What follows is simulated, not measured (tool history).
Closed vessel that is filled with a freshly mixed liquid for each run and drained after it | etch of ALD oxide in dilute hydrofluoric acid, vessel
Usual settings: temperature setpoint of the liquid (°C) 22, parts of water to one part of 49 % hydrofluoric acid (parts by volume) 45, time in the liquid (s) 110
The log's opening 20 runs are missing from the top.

run   hour  temperature setpoint of the liquid (°C)  parts of water to one part of 49 % hydrofluoric acid (parts by volume)  time in the liquid (s)  read-back film thickness of the ALD oxide reference wafer, read on the same gauge (nm)  thickness taken off the ALD oxide on a monitor wafer (nm)
 21  316.6                                       22                                                                      45                     110                                                                                   89.94                                                      33.35
     320.5  -- hydrofluoric acid flow meter replaced
 22  329.6                                       22                                                                      45                     110                                                                                   90.05                                                      39.45
 23  340.7                                       20                                                                      45                     165                                                                                   89.95                                                      53.26
 24  347.6                                       22                                                                      30                     155                                                                                   90.03                                                      83.14
 25  356.4                                     23.5                                                                      65                      90                                                                                   89.99                                                      22.46
 26  371.8                                       22                                                                      45                     110                                                                                   89.98                                                      38.59
 27  387.8                                       22                                                                      35                     145                                                                                   90.02                                                      66.23
 28  396.6                                       22                                                                      45                     110                                                                                   89.96                                                      38.19
 29  407.5                                     17.5                                                                      60                     130                                                                                      90                                                      27.91
 30  438.3                                       17                                                                      60                      50                                                                                   89.99                                                       10.5
 31  447.6                                     17.5                                                                      60                     170                                                                                   90.03                                                      36.45
 32    456                                       20                                                                      45                     165                                                                                   89.97                                                      53.35
 33  462.9                                       22                                                                      45                     110                                                                                   89.93                                                      38.02
 34  472.4                                       26                                                                      35                     110                                                                                      90                                                      58.94

4 options for the next run, each taken on its own from the tool as it stands now. Forecast them:
  A  473.1                                       22                                                                      45                     110                                                                                       ?                                                          ?
  B  473.1                                     26.5                                                                      30                      50                                                                                       ?                                                          ?
  C  473.1                                       18                                                                      55                     110                                                                                       ?                                                          ?
  D  473.1                                       19                                                                      60                     155                                                                                       ?                                                          ?

run  read-back film thickness of the ALD oxide reference wafer, read on the same gauge (nm)  thickness taken off the ALD oxide on a monitor wafer (nm)
  A                                                                                   89.99                                                      38.25
  B                                                                                   89.99                                                      32.08
  C                                                                                   89.99                                                      26.08
  D                                                                                   89.99                                                      34.96
The same runs, with their run-to-run variation unchanged, on a tool lacking any hidden condition would have given:
run  thickness taken off the ALD oxide on a monitor wafer (nm)
  A                                                      38.85
  B                                                      32.58
  C                                                       26.5
  D                                                      35.52
